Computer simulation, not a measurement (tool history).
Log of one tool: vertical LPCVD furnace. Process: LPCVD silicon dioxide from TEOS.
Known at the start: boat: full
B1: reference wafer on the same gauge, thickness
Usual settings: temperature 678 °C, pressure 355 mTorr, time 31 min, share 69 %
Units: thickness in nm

{"run": 1, "hour": 0.0, "temperature": 686, "pressure": 355, "time": 31, "share": 64, "B1": 141, "thickness": 179.36}
{"run": 2, "hour": 45.3, "temperature": 678, "pressure": 415, "time": 31, "share": 69, "B1": 141.07, "thickness": 166.25}
{"run": 3, "hour": 64.0, "temperature": 678, "pressure": 390, "time": 31, "share": 69, "B1": 141.05, "thickness": 161.59}
{"run": 4, "hour": 73.1, "temperature": 678, "pressure": 390, "time": 31, "share": 69, "B1": 140.88, "thickness": 160.92}
{"run": 5, "hour": 92.6, "temperature": 678, "pressure": 355, "time": 31, "share": 69, "B1": 141.02, "thickness": 154.8}
{"run": 6, "hour": 109.0, "temperature": 678, "pressure": 355, "time": 31, "share": 69, "B1": 141.18, "thickness": 154.04}
{"run": 7, "hour": 120.7, "temperature": 678, "pressure": 355, "time": 31, "share": 69, "B1": 140.99, "thickness": 153.77}
{"run": 8, "hour": 131.4, "temperature": 678, "pressure": 300, "time": 35.5, "share": 69, "B1": 141.05, "thickness": 162.34}
{"run": 9, "hour": 139.4, "temperature": 671, "pressure": 355, "time": 31, "share": 69, "B1": 141.03, "thickness": 129.81}
{"run": 10, "hour": 149.6, "temperature": 671, "pressure": 355, "time": 31, "share": 69, "B1": 141.06, "thickness": 130.03}
{"run": 11, "hour": 166.4, "temperature": 671, "pressure": 355, "time": 31, "share": 69, "B1": 140.92, "thickness": 130.36}
{"hour": 174.8, "done": "gauge calibrated"}
{"run": 12, "hour": 179.1, "temperature": 686, "pressure": 355, "time": 31, "share": 69, "B1": 140.95, "thickness": 187.83}
{"run": 13, "hour": 188.8, "temperature": 683, "pressure": 410, "time": 31, "share": 65, "B1": 141.1, "thickness": 181.73}
{"run": 14, "hour": 205.5, "temperature": 669, "pressure": 395, "time": 27.5, "share": 69, "B1": 141.01, "thickness": 116.79}
{"hour": 235.7, "done": "thermocouples replaced and temperature profile calibrated"}
{"hour": 254.5, "done": "TEOS flow controller replaced"}
{"run": 15, "hour": 255.0, "temperature": 678, "pressure": 355, "time": 20.5, "share": 69, "B1": 140.96, "thickness": 93.04}
{"run": 16, "hour": 259.6, "temperature": 678, "pressure": 355, "time": 31, "share": 69, "B1": 141.03, "thickness": 141.33}
{"run": 17, "hour": 264.3, "temperature": 687, "pressure": 355, "time": 31, "share": 80, "B1": 141.02, "thickness": 188.89}
{"run": 18, "hour": 268.9, "temperature": 678, "pressure": 355, "time": 31, "share": 69, "B1": 140.88, "thickness": 140.88}
{"run": 19, "hour": 273.6, "temperature": 678, "pressure": 355, "time": 31, "share": 69, "B1": 140.99, "thickness": 141.5}
{"run": 20, "hour": 282.4, "temperature": 678, "pressure": 275, "time": 31, "share": 69, "B1": 141.13, "thickness": 124.02}
{"run": 21, "hour": 299.1, "temperature": 678, "pressure": 355, "time": 36.5, "share": 82, "B1": 141, "thickness": 180.92}
{"hour": 341.6, "done": "pressure gauge zeroed"}
{"run": 22, "hour": 342.1, "temperature": 678, "pressure": 280, "time": 43, "share": 69, "B1": 141.07, "thickness": 173.91}
{"run": 23, "hour": 346.7, "temperature": 686, "pressure": 395, "time": 23.5, "share": 74, "B1": 140.97, "thickness": 141.78}
{"run": 24, "hour": 351.4, "temperature": 678, "pressure": 355, "time": 31, "share": 69, "B1": 141, "thickness": 140.94}
{"run": 25, "hour": 369.0, "temperature": 678, "pressure": 355, "time": 31, "share": 69, "B1": 141.04, "thickness": 141.61}
{"run": 26, "hour": 380.7, "temperature": 678, "pressure": 355, "time": 38.5, "share": 75, "B1": 140.96, "thickness": 182.85}
{"run": 27, "hour": 388.9, "temperature": 678, "pressure": 430, "time": 31, "share": 69, "B1": 141.07, "thickness": 155.09}
{"run": 28, "hour": 404.9, "temperature": 678, "pressure": 315, "time": 31, "share": 69, "B1": 141.08, "thickness": 133.43}
{"run": 29, "hour": 422.8, "temperature": 678, "pressure": 355, "time": 31, "share": 69, "B1": 141.02, "thickness": 140.77}
{"run": 30, "hour": 438.6, "temperature": 672, "pressure": 280, "time": 35, "share": 77, "B1": 140.93, "thickness": 128.9}
{"run": 31, "hour": 450.1, "temperature": 674, "pressure": 355, "time": 19, "share": 80, "B1": 141.05, "thickness": 84.63}
{"run": 32, "hour": 460.1, "temperature": 678, "pressure": 355, "time": 31, "share": 69, "B1": 140.98, "thickness": 141.2}

The tool's hidden state at each run:
true pressure minus gauge reading, mTorr: 0 in every run
deviation of the TEOS flow from its setpoint, %: 0 in every run
gauge reads high (%): 0 in every run
H1: true tube temperature minus thermocouple reading, K
run=1 H1=3.62
run=2 H1=3.73
run=3 H1=3.77
run=4 H1=3.8
run=5 H1=3.84
run=6 H1=3.88
run=7 H1=3.91
run=8 H1=3.94
run=9 H1=3.96
run=10 H1=3.98
run=11 H1=4.02
run=12 H1=4.05
run=13 H1=4.08
run=14 H1=4.12
run=15 H1=0.245
run=16 H1=0.246
run=17 H1=0.246
run=18 H1=0.246
run=19 H1=0.246
run=20 H1=0.246
run=21 H1=0.247
run=22 H1=0.25
run=23 H1=0.25
run=24 H1=0.25
run=25 H1=0.252
run=26 H1=0.253
run=27 H1=0.254
run=28 H1=0.256
run=29 H1=0.259
run=30 H1=0.261
run=31 H1=0.263
run=32 H1=0.265
